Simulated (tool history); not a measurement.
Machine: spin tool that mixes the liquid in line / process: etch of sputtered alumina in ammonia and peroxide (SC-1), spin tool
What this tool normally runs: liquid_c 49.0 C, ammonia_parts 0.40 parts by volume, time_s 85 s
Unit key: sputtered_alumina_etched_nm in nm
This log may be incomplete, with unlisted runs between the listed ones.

run    hour  liquid_c  ammonia_parts  time_s  read-back film thickness of the sputtered alumina reference wafer, read on the same gauge (nm)  sputtered_alumina_etched_nm
  1     0.0      49.0           0.40      85                                                                                           83.84                         4.53
  2    65.8      49.0           0.35      85                                                                                           83.76                         4.49
  3   113.2      41.0           0.40      85                                                                                           83.70                         2.83
      143.8  -- ammonia flow meter replaced
      166.7  -- new drum of ammonia solution connected
  4   176.1      49.0           0.40      85                                                                                           83.64                         4.49
      213.5  -- heated supply line repaired
  5   233.8      52.5           0.40      65                                                                                           83.57                         4.18
  6   286.7      54.5           0.25      55                                                                                           83.52                         3.77
  7   341.4      49.0           0.60      85                                                                                           83.46                         4.59
      360.1  -- thermometer replaced
  8   390.1      49.0           0.40      85                                                                                           83.42                         4.48
  9   431.2      49.0           0.40      60                                                                                           83.40                         3.15
 10   491.3      49.0           0.40      85                                                                                           83.37                         4.43
 11   559.5      42.0           0.50      85                                                                                           83.32                         3.08
 12   617.7      41.5           0.20     125                                                                                           83.27                         3.98
      627.4  -- new drum of ammonia solution connected
 13   816.8      59.0           0.25      65                                                                                           83.18                         5.50
 14   845.8      53.0           0.40      85                                                                                           83.14                         5.54
      867.4  -- gauge calibrated
 15   872.0      49.0           0.25      85                                                                                           90.97                         4.65
 16   940.3      49.0           0.40     110                                                                                           90.26                         6.19
 17  1003.5      43.0           0.25      65                                                                                           89.65                         2.50

Run 18, settings as shown, results not yet in. Your forecast:
 18  1064.6      56.0           0.30      85                                                                                               ?                            ?

read-back film thickness of the sputtered alumina reference wafer, read on the same gauge (nm): 89.11
sputtered_alumina_etched_nm: 6.85 nm
Take away the tool's hidden state, keep the run-to-run variation as it was, and the same run would have given sputtered_alumina_etched_nm 6.92 nm.

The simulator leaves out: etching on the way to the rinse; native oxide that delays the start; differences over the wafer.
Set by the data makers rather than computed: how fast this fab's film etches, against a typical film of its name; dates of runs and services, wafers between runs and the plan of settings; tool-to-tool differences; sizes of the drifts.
